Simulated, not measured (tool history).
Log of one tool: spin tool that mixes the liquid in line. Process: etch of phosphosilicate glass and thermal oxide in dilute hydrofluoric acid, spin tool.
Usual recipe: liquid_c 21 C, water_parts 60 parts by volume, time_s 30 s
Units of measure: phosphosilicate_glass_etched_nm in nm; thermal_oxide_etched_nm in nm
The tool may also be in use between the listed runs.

| run | hour | liquid_c | water_parts | time_s | wafers since the last listed run | hours since the thermometer was replaced | hours since the hydrofluoric acid flow meter was replaced | hours since the gauge calibration | read-back film thickness of the phosphosilicate glass reference wafer, read on the same gauge (nm) | read-back film thickness of the thermal oxide reference wafer, read on the same gauge (nm) | phosphosilicate_glass_etched_nm | thermal_oxide_etched_nm |
|---|---|---|---|---|---|---|---|---|---|---|---|---|
| 1 | 0 | 21 | 45 | 30 | 0 | 283 | 51 | 140.8 | 139.96 | 119.979 | 38.29 | 2.553 |
| 2 | 44.4 | 21 | 45 | 30 | 916 | 327.4 | 95.4 | 185.2 | 140.01 | 119.977 | 37.71 | 2.466 |
| 3 | 115.5 | 21 | 60 | 30 | 1467 | 398.5 | 166.5 | 256.3 | 139.98 | 120.006 | 27.8 | 1.907 |
| 4 | 156.2 | 21 | 60 | 30 | 840 | 439.2 | 207.2 | 297 | 140 | 120.031 | 27.78 | 1.857 |
| 5 | 219 | 22 | 50 | 30 | 1296 | 502 | 270 | 359.8 | 140.02 | 119.989 | 34.71 | 2.306 |
| 6 | 264.2 | 21 | 60 | 30 | 933 | 547.2 | 315.2 | 405 | 140.01 | 119.983 | 26.99 | 1.777 |
| 7 | 328.3 | 18.5 | 35 | 45 | 1323 | 611.3 | 379.3 | 469.1 | 140.03 | 120.031 | 64.64 | 4.225 |
| 8 | 354 | 22.5 | 60 | 20 | 530 | 637 | 405 | 494.8 | 140.04 | 119.991 | 19.31 | 1.305 |
| 9 | 421.8 | 21 | 60 | 30 | 1399 | 704.8 | 472.8 | 562.6 | 139.97 | 119.984 | 26.73 | 1.831 |
| 10 | 489.9 | 21 | 60 | 30 | 1405 | 772.9 | 540.9 | 630.7 | 140.01 | 119.988 | 26.75 | 1.824 |
| 11 | 520.2 | 21 | 60 | 30 | 625 | 803.2 | 571.2 | 661 | 140 | 120.025 | 26.69 | 1.822 |
| 12 | 561.9 | 21 | 70 | 15 | 860 | 844.9 | 612.9 | 702.7 | 140 | 119.992 | 11.22 | 0.748 |
| 13 | 604 | 24.5 | 90 | 40 | 869 | 887 | 655 | 744.8 | 140 | 119.985 | 26.22 | 1.766 |
| 14 | 670.1 | 21 | 60 | 15 | 1364 | 953.1 | 721.1 | 810.9 | 139.99 | 119.994 | 13.19 | 0.879 |

What does the tool deliver on the next run?
| 15 | 713.4 | 23.5 | 75 | 30 | 893 | 996.4 | 764.4 | 854.2 | ? | ? | ? | ? |

For run 15 the tool returned read-back film thickness of the phosphosilicate glass reference wafer, read on the same gauge (nm) 139.99, read-back film thickness of the thermal oxide reference wafer, read on the same gauge (nm) 119.987, phosphosilicate_glass_etched_nm 23.13 nm, thermal_oxide_etched_nm 1.534 nm.
Take away the tool's hidden state, keep the run-to-run variation as it was, and the same run would have given phosphosilicate_glass_etched_nm 25.5 nm, thermal_oxide_etched_nm 1.691 nm.

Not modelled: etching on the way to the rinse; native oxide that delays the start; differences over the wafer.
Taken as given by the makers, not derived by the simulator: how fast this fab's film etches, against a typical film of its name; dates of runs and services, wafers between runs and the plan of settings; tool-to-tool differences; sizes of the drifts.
